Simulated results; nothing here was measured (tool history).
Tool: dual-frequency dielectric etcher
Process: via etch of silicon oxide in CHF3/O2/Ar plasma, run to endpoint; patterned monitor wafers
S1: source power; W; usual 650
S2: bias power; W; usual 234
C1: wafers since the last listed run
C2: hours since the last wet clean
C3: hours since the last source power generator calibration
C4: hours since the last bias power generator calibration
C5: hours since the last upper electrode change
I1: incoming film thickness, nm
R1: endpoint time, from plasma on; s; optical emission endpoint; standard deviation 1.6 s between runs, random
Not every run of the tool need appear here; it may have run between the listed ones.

Run 1, hour 0.0: usual settings; C1 0; C2 382.6; C3 2685.3; C4 2887.9; C5 2673.4; I1 728.5. Result: R1 364.8 s.
Run 2, hour 12.7: usual settings; C1 46; C2 395.3; C3 2698.0; C4 2900.6; C5 2686.1; I1 737.2. Result: R1 371.7 s.
Run 3, hour 29.5: usual settings but S1 720 W, S2 202 W; C1 61; C2 412.1; C3 2714.8; C4 2917.4; C5 2702.9; I1 735.7. Result: R1 370.5 s.
Run 4, hour 43.5: usual settings but S1 720 W, S2 202 W; C1 50; C2 426.1; C3 2728.8; C4 2931.4; C5 2716.9; I1 734.7. Result: R1 368.8 s.
Run 5, hour 50.4: usual settings but S1 590 W; C1 25; C2 433.0; C3 2735.7; C4 2938.3; C5 2723.8; I1 739.7. Result: R1 381.3 s.
Run 6, hour 64.8: usual settings but S1 590 W; C1 52; C2 447.4; C3 2750.1; C4 2952.7; C5 2738.2; I1 734.3. Result: R1 378.6 s.
At hour 90.6: wet clean of the chamber.
Run 7, hour 91.1: usual settings but S1 590 W; C1 8; C2 0.5; C3 2776.4; C4 2979.0; C5 2764.5; I1 734.1. Result: R1 393.4 s.
Run 8, hour 91.5: usual settings but S1 730 W; C1 1; C2 0.9; C3 2776.8; C4 2979.4; C5 2764.9; I1 744.3. Result: R1 372.6 s.
Run 9, hour 123.1: usual settings but S1 730 W; C1 115; C2 32.5; C3 2808.4; C4 3011.0; C5 2796.5; I1 726.2. Result: R1 361.1 s.
Run 10, hour 140.1: usual settings but S1 730 W; C1 61; C2 49.5; C3 2825.4; C4 3028.0; C5 2813.5; I1 740.9. Result: R1 369.7 s.
Run 11, hour 149.2: usual settings but S1 690 W; C1 33; C2 58.6; C3 2834.5; C4 3037.1; C5 2822.6; I1 733.9. Result: R1 371.9 s.
Run 12, hour 156.9: usual settings but S1 690 W; C1 28; C2 66.3; C3 2842.2; C4 3044.8; C5 2830.3; I1 728.2. Result: R1 368.4 s.
Run 13, hour 183.9: usual settings but S1 750 W, S2 257 W; C1 98; C2 93.3; C3 2869.2; C4 3071.8; C5 2857.3; I1 736.1. Result: R1 354.5 s.
At hour 195.3: source power generator calibrated.
Run 14, hour 201.3: usual settings; C1 48; C2 110.7; C3 6.0; C4 3089.2; C5 2874.7; I1 737.2. Result: R1 374.9 s.
At hour 212.4: bias power generator calibrated.
Run 15, hour 212.9: usual settings but S1 500 W; C1 27; C2 122.3; C3 17.6; C4 0.5; C5 2886.3; I1 738.9. Result: R1 408.2 s.
Run 16, hour 219.7: usual settings but S1 590 W, S2 257 W; C1 24; C2 129.1; C3 24.4; C4 7.3; C5 2893.1; I1 733.5. Result: R1 378.0 s.
Run 17, hour 232.3: usual settings but S1 740 W, S2 208 W; C1 45; C2 141.7; C3 37.0; C4 19.9; C5 2905.7; I1 733.7. Result: R1 372.0 s.
Run 18, hour 244.9: usual settings but S1 510 W, S2 184 W; C1 45; C2 154.3; C3 49.6; C4 32.5; C5 2918.3; I1 734.3. Result: R1 424.7 s.
Run 19, hour 251.1: usual settings but S2 191 W; C1 22; C2 160.5; C3 55.8; C4 38.7; C5 2924.5; I1 725.6. Result: R1 386.4 s.
Run 20, hour 261.6: usual settings but S1 510 W, S2 212 W; C1 38; C2 171.0; C3 66.3; C4 49.2; C5 2935.0; I1 732.4. Result: R1 409.2 s.
At hour 288.3: upper electrode replaced.
Run 21, hour 288.8: usual settings but S1 800 W, S2 199 W; C1 11; C2 198.2; C3 93.5; C4 76.4; C5 0.5; I1 744.5. Result: R1 370.9 s.
Run 22, hour 289.2: usual settings; C1 1; C2 198.6; C3 93.9; C4 76.8; C5 0.9; I1 737.4. Result: R1 375.9 s.
Run 23, hour 297.9: usual settings but S1 590 W, S2 200 W; C1 31; C2 207.3; C3 102.6; C4 85.5; C5 9.6; I1 736.5. Result: R1 401.8 s.
Run 24, hour 309.2: usual settings but S2 206 W; C1 41; C2 218.6; C3 113.9; C4 96.8; C5 20.9; I1 741.4. Result: R1 389.1 s.
Run 25, hour 319.9: usual settings; C1 38; C2 229.3; C3 124.6; C4 107.5; C5 31.6; I1 737.7. Result: R1 374.4 s.
Run 26, hour 335.2: usual settings but S1 560 W, S2 280 W; C1 55; C2 244.6; C3 139.9; C4 122.8; C5 46.9; I1 739.3. Result: R1 374.2 s.
Run 27, hour 343.3: usual settings but S1 490 W, S2 176 W; C1 29; C2 252.7; C3 148.0; C4 130.9; C5 55.0; I1 730.0. Result: R1 429.3 s.
Run 28, hour 351.9: usual settings but S1 760 W, S2 249 W; C1 31; C2 261.3; C3 156.6; C4 139.5; C5 63.6; I1 735.5. Result: R1 348.6 s.
Run 29, hour 367.8: usual settings but S1 600 W, S2 212 W; C1 57; C2 277.2; C3 172.5; C4 155.4; C5 79.5; I1 732.0. Result: R1 388.0 s.
Run 30, hour 374.3: usual settings but S1 760 W, S2 249 W; C1 23; C2 283.7; C3 179.0; C4 161.9; C5 86.0; I1 736.0. Result: R1 349.8 s.
Run 31, hour 388.1: usual settings; C1 50; C2 297.5; C3 192.8; C4 175.7; C5 99.8; I1 737.9. Result: R1 373.6 s.
Run 32, hour 404.1: usual settings; C1 58; C2 313.5; C3 208.8; C4 191.7; C5 115.8; I1 734.9. Result: R1 369.9 s.
Run 33, hour 420.3: usual settings but S1 810 W, S2 210 W; C1 58; C2 329.7; C3 225.0; C4 207.9; C5 132.0; I1 733.2. Result: R1 353.6 s.
Run 34, hour 434.0: usual settings but S1 710 W; C1 49; C2 343.4; C3 238.7; C4 221.6; C5 145.7; I1 740.6. Result: R1 363.1 s.

What the log doesn't show, run by run:
source power that arrives over what is set, %: 0 across all the runs
bias power that arrives over what is set, %: 0 across all the runs
H1: etch rate over this chamber's usual, %
run       H1
  1      2.8
  2      2.9
  3     3.04
  4     3.16
  5     3.22
  6     3.34
  7  -0.0414
  8   -0.038
  9    0.226
 10    0.368
 11    0.444
 12    0.508
 13    0.734
 14    0.879
 15    0.976
 16     1.03
 17     1.14
 18     1.24
 19      1.3
 20     1.38
 21     1.61
 22     1.61
 23     1.69
 24     1.78
 25     1.87
 26        2
 27     2.07
 28     2.14
 29     2.27
 30     2.33
 31     2.44
 32     2.57
 33     2.71
 34     2.82
